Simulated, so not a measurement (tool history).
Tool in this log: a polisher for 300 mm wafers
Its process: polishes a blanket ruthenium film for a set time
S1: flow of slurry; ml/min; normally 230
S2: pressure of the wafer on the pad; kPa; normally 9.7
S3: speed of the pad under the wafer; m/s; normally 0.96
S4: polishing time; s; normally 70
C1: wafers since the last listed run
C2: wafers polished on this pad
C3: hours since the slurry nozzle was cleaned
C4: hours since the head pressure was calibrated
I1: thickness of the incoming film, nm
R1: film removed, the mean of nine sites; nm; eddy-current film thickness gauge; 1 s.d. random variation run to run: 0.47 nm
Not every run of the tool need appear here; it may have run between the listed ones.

run   hour   S1    S2    S3  S4   C1    C2     C3      C4     I1    R1
  1      0  230   6.9  0.96  70    0   887  544.9  1105.7  573.7  34.6
      11.2  -- worn pad replaced by a new one
  2   11.7  230   6.9  0.96  70   87     6  556.6  1117.4  586.4  33.9
  3   25.5  230   9.7  0.96  70  157   163  570.4  1131.2  574.9  48.6
  4   34.7  230   9.7  0.96  70  104   267  579.6  1140.4  567.3    48
  5   40.9  230   9.7  0.96  70   70   338  585.8  1146.6  588.1    48
  6     47  230   9.7  0.96  70   69   407  591.9  1152.7  583.4  48.7
  7     55  230   9.7  0.88  70   91   498  599.9  1160.7  585.8  44.3
  8   65.9  230   9.7  0.88  70  124   623  610.8  1171.6  575.6  43.9
  9     79  230   9.7  0.96  70  149   772  623.9  1184.7  583.8  47.8
     117.8  -- worn pad replaced by a new one
 10  121.8  230   8.3  0.96  70  441    45  666.7  1227.5  583.1  41.3
 11  139.5  210   9.7  0.96  70  201   246  684.4  1245.2  580.1  47.4
 12  157.3  195   9.7  0.96  70  202   449  702.2    1263  570.6  46.4
 13    171  230   9.7  0.96  70  155   605  715.9  1276.7  579.9  46.8
     183.6  -- head pressure recalibrated
 14  184.2  230   9.7  0.96  79  127   732  729.1     0.6  568.7  51.9
 15  198.7  230   9.7  0.96  79  165   897  743.6    15.1  578.3  53.2
 16  212.3  230  11.7  0.96  70  154  1052  757.2    28.7    572  56.7
 17  226.3  230  11.7  0.96  70  159  1211  771.2    42.7  572.6  57.3
     233.4  -- worn pad replaced by a new one
 18  242.9  305   9.7  0.96  70  143   107  787.8    59.3  579.4  48.2
 19  253.1  230   8.3  0.76  70  116   223    798    69.5  586.3    32
 20  262.5  230   9.7  0.64  70  106   330  807.4    78.9  581.8  31.8
 21  275.5  230   9.7  0.96  70  147   478  820.4    91.9  577.7    47
 22  290.1  230   9.7  0.96  70  166   644    835   106.5  579.8  45.6
     293.7  -- slurry nozzle cleaned
 23  296.4  230   9.7  0.96  70   60   705    2.7   112.8    578  48.4
 24  312.2  230   9.7  0.96  70  179   884   18.5   128.6  584.5  49.5
 25  326.9  230    11  0.96  85  167  1052   33.2   143.3  581.9  67.3
     333.7  -- worn pad replaced by a new one
 26  340.3  230  12.4  0.96  70  106    74   46.6   156.7  590.9  63.1
 27  380.2  230   9.7  0.96  70  454   529   86.5   196.6  579.4  48.9
 28  390.1  305   7.6   1.3  70  112   641   96.4   206.5  588.1  52.9
 29  397.6  295     9  1.24  70   85   727  103.9     214  580.5    60
 30    408  155   9.7  0.96  70  118   845  114.3   224.4  579.5  47.1
 31  422.9  195   9.7  0.96  70  169  1015  129.2   239.3    584  48.3
 32  437.5  230   9.7  0.96  70  166  1181  143.8   253.9  570.5  49.2
     449.1  -- worn pad replaced by a new one
 33  449.6  230    11  1.24  76   92     5  155.9     266  575.5  78.5
 34  458.4  230   9.7  1.26  70  100   105  164.7   274.8  577.8  63.1
 35  476.3  160   9.7  0.96  70  203   309  182.6   292.7    593  47.4
 36  486.1  265   9.7  1.22  60  111   420  192.4   302.5  576.5  54.1

Branching from run 36: 5 alternative next runs. What would each branch give?
  A  486.6  230   9.7  0.96  70   5  426  192.9  303  580.5   ?
  B  486.6  275   9.7   1.3  70   5  426  192.9  303  580.5   ?
  C  486.6  230   7.6  0.74  70   5  426  192.9  303  580.5   ?
  D  486.6  230  13.1   0.7  70   5  426  192.9  303  580.5   ?
  E  486.6  265   9.7  0.96  70   5  426  192.9  303  580.5   ?

run    R1
  A  49.1
  B  67.1
  C    30
  D  49.1
  E  49.7
With the hidden condition removed and each run's random variation left untouched, the same runs would have given:
run    R1
  A  49.3
  B  67.3
  C  30.1
  D  49.3
  E  49.9
